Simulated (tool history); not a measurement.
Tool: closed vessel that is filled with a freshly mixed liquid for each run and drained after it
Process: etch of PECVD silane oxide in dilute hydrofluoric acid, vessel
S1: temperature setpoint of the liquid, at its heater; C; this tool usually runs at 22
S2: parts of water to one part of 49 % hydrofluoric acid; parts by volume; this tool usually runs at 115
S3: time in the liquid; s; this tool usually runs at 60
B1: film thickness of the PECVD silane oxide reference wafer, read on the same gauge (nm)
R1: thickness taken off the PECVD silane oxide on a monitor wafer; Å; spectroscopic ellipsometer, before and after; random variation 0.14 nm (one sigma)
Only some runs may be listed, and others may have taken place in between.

run   hour    S1   S2  S3     B1     R1
  1      0    22  115  60  30.06    179
  2   14.7    22  115  60  30.02  174.2
  3   31.7    22  115  60  29.95  173.3
  4   45.7    22  115  60  30.03  175.9
  5   54.6    22  115  60  30.04  174.8
  6   66.9  25.5  115  60  29.96  198.8
  7   73.8  25.5  115  60  29.98  198.8
      75.2  -- hydrofluoric acid flow meter replaced
  8     80  25.5  115  60  30.03  218.4
  9   89.5    22  115  60  29.97  189.6
 10  101.4    22  115  60  30.03  186.4
 11  115.2  25.5   70  45  29.97  279.9
 12  126.5    22  115  60  30.04    187
 13  142.7    22  115  60  29.97  186.2
 14  159.2    22  115  60  30.02  185.1
 15  167.8    22  115  85  30.01  260.5
     175.3  -- thermometer replaced
     181.8  -- gauge calibrated
 16    185    20  115  95  29.96  293.3
 17  191.7  19.5  115  60  30.02  183.7
 18  200.2    22   70  60  29.99  349.5
 19  217.8  23.5  135  60  29.97    177
 20  231.3  24.5   80  85  30.02  469.3

Branching from run 20: 4 alternative next runs. What would each branch give?
  A   232  22  115  60   ?   ?
  B   232  24   80  40   ?   ?
  C   232  25  115  95   ?   ?
  D   232  26  115  30   ?   ?

run     B1     R1
  A  29.96  203.6
  B  29.96  220.6
  C  29.96  362.9
  D  29.96  119.1
Stripped of hidden state, with their random variation kept, the same runs would have yielded:
run     R1
  A    210
  B  227.5
  C  374.3
  D  122.8
